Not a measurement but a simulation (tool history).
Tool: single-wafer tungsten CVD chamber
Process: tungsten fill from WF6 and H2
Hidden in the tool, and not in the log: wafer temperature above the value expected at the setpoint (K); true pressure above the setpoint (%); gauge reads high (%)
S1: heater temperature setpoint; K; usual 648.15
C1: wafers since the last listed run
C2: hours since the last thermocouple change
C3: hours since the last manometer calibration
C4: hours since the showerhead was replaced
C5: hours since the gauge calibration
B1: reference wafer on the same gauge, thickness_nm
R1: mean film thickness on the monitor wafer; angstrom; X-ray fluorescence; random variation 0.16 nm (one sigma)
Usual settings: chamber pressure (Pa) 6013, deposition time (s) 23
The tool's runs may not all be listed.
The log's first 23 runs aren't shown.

run 24 hour=1614.3 | S1=641.15 chamber_pressure_(Pa)=4626 deposition_time_(s)=25.8 | C1=821 C2=1703.5 C3=772 C4=752.5 C5=627.2 | B1=40.887 | R1=433.36
run 25 hour=1707.9 | S1=634.15 chamber_pressure_(Pa)=6799 deposition_time_(s)=24.2 | C1=2028 C2=1797.1 C3=865.6 C4=846.1 C5=720.8 | B1=40.941 | R1=376.86
run 26 hour=1747.8 | S1=648.15 chamber_pressure_(Pa)=7079 deposition_time_(s)=20 | C1=864 C2=1837 C3=905.5 C4=886 C5=760.7 | B1=40.985 | R1=443.22
run 27 hour=1806.6 | S1=638.15 chamber_pressure_(Pa)=4520 deposition_time_(s)=27.2 | C1=1274 C2=1895.8 C3=964.3 C4=944.8 C5=819.5 | B1=40.923 | R1=419.75
run 28 hour=1894.8 | S1=637.15 chamber_pressure_(Pa)=6719 deposition_time_(s)=21.7 | C1=1911 C2=1984 C3=1052.5 C4=1033 C5=907.7 | B1=41.04 | R1=364.22
run 29 hour=1959.1 | S1=648.15 chamber_pressure_(Pa)=6013 deposition_time_(s)=23 | C1=1393 C2=2048.3 C3=1116.8 C4=1097.3 C5=972 | B1=41.076 | R1=489.2
run 30 hour=2026 | S1=639.15 chamber_pressure_(Pa)=6013 deposition_time_(s)=23 | C1=1449 C2=2115.2 C3=1183.7 C4=1164.2 C5=1038.9 | B1=41.143 | R1=394.07
run 31 hour=2097.7 | S1=633.15 chamber_pressure_(Pa)=6013 deposition_time_(s)=21.8 | C1=1553 C2=2186.9 C3=1255.4 C4=1235.9 C5=1110.6 | B1=41.137 | R1=321.39
-- hour=2312.6 thermocouple changed; heater temperature recalibrated
run 32 hour=2370.6 | S1=634.15 chamber_pressure_(Pa)=6933 deposition_time_(s)=27.5 | C1=5740 C2=58 C3=1528.3 C4=1508.8 C5=1383.5 | B1=41.279 | R1=437.29
run 33 hour=2474.7 | S1=638.15 chamber_pressure_(Pa)=6013 deposition_time_(s)=23 | C1=2255 C2=162.1 C3=1632.4 C4=1612.9 C5=1487.6 | B1=41.385 | R1=385.58

Forecast each of these 5 alternatives for the next run:
run A hour=2475.1 | S1=648.15 chamber_pressure_(Pa)=6013 deposition_time_(s)=23 | C1=8 C2=162.5 C3=1632.8 C4=1613.3 C5=1488 | B1=? | R1=?
run B hour=2475.1 | S1=659.15 chamber_pressure_(Pa)=6013 deposition_time_(s)=18.8 | C1=8 C2=162.5 C3=1632.8 C4=1613.3 C5=1488 | B1=? | R1=?
run C hour=2475.1 | S1=652.15 chamber_pressure_(Pa)=4933 deposition_time_(s)=23 | C1=8 C2=162.5 C3=1632.8 C4=1613.3 C5=1488 | B1=? | R1=?
run D hour=2475.1 | S1=657.15 chamber_pressure_(Pa)=6759 deposition_time_(s)=23 | C1=8 C2=162.5 C3=1632.8 C4=1613.3 C5=1488 | B1=? | R1=?
run E hour=2475.1 | S1=648.15 chamber_pressure_(Pa)=7053 deposition_time_(s)=21.7 | C1=8 C2=162.5 C3=1632.8 C4=1613.3 C5=1488 | B1=? | R1=?

run=A B1=41.368 R1=491.44
run=B B1=41.368 R1=516.86
run=C B1=41.368 R1=511.5
run=D B1=41.368 R1=625.65
run=E B1=41.368 R1=485.4
Without the tool's hidden state the same runs would have given:
run=A R1=483.61
run=B R1=508.63
run=C R1=503.35
run=D R1=615.69
run=E R1=477.66
